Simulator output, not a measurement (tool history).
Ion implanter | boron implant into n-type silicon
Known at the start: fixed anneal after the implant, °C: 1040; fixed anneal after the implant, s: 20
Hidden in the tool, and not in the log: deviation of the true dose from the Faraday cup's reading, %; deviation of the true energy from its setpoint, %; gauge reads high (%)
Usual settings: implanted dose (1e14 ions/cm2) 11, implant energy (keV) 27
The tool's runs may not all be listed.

run    hour  implanted dose (1e14 ions/cm2)  implant energy (keV)  wafers since the last listed run  hours since the last dose calibration  hours since the extraction supply was calibrated  hours since the gauge calibration  read-back reference wafer on the same gauge, sheet resistance  sheet resistance of the implanted and annealed layer (ohm/square)
  1       0                            8.82                    27                                 0                                    732                                            1166.4                              425.5                                                          94.49                                                              115.1
  2    85.6                            8.82                    27                              1229                                  817.6                                              1252                              511.1                                                          94.54                                                             115.13
      136.8  -- Faraday cup replaced and dose calibrated
  3   169.6                            8.82                    27                              1091                                   32.8                                              1336                              595.1                                                          94.46                                                              116.7
  4   273.8                              11                  32.5                              1496                                    137                                            1440.2                              699.3                                                          94.49                                                              94.86
  5   341.5                           13.37                    27                               972                                  204.7                                            1507.9                                767                                                          94.52                                                              81.49
  6   399.9                           13.37                    27                               838                                  263.1                                            1566.3                              825.4                                                          94.46                                                              81.26
  7   441.6                           13.36                    27                               598                                  304.8                                              1608                              867.1                                                          94.45                                                              81.34
  8   502.4                              11                    27                               873                                  365.6                                            1668.8                              927.9                                                          94.51                                                              96.06
  9   554.8                              11                    27                               752                                    418                                            1721.2                              980.3                                                          94.52                                                               95.7
 10   609.1                              11                    27                               779                                  472.3                                            1775.5                             1034.6                                                          94.51                                                              95.87
 11   668.5                            9.78                    27                               853                                  531.7                                            1834.9                               1094                                                          94.48                                                             105.56
 12     709                            8.82                    27                               581                                  572.2                                            1875.4                             1134.5                                                          94.51                                                             115.31
 13   848.4                           12.03                  34.5                              2001                                  711.6                                            2014.8                             1273.9                                                          94.46                                                              87.06
      902.9  -- gauge calibrated
 14   927.4                              11                    27                              1134                                  790.6                                            2093.8                               24.5                                                          94.44                                                              95.33
       1029  -- extraction supply calibrated
 15  1031.2                              11                    34                              1375                                  894.4                                               2.2                              128.3                                                          94.48                                                              93.53
 16  1132.7                           13.04                    35                              1457                                  995.9                                             103.7                              229.8                                                          94.51                                                              81.07
     1160.7  -- Faraday cup replaced and dose calibrated
 17  1208.9                           13.21                  23.5                               979                                   48.2                                             179.9                                306                                                          94.46                                                              83.84
 18  1258.9                            8.35                  19.5                               718                                   98.2                                             229.9                                356                                                          94.51                                                             125.57
 19  1327.7                              11                    27                               988                                    167                                             298.7                              424.8                                                          94.49                                                              96.36
 20  1524.7                             9.6                    35                              2829                                    364                                             495.7                              621.8                                                          94.48                                                             105.84
 21  1678.7                           10.15                    27                              2211                                    518                                             649.7                              775.8                                                          94.52                                                             102.53

Hidden state at the last listed run before each entry between runs and at the first one after, where it differs:
Between runs 2 and 3: Faraday cup replaced and dose calibrated (hour 136.8)
  deviation of the true dose from the Faraday cup's reading, %: 1.92 -> 0.175
  measured less the result without the state, sheet resistance of the implanted and annealed layer (ohm/square): -1.87 -> -0.17
Between runs 13 and 14: gauge calibrated (hour 902.9)
  deviation of the true dose from the Faraday cup's reading, %: 1.8 -> 1.85
  measured less the result without the state, sheet resistance of the implanted and annealed layer (ohm/square): -1.35 -> -1.5
Between runs 14 and 15: extraction supply calibrated (hour 1029)
  deviation of the true dose from the Faraday cup's reading, %: 1.85 -> 1.9
  measured less the result without the state, sheet resistance of the implanted and annealed layer (ohm/square): -1.5 -> -1.51
Between runs 16 and 17: Faraday cup replaced and dose calibrated (hour 1160.7)
  deviation of the true dose from the Faraday cup's reading, %: 1.94 -> 0.169
  measured less the result without the state, sheet resistance of the implanted and annealed layer (ohm/square): -1.36 -> -0.12

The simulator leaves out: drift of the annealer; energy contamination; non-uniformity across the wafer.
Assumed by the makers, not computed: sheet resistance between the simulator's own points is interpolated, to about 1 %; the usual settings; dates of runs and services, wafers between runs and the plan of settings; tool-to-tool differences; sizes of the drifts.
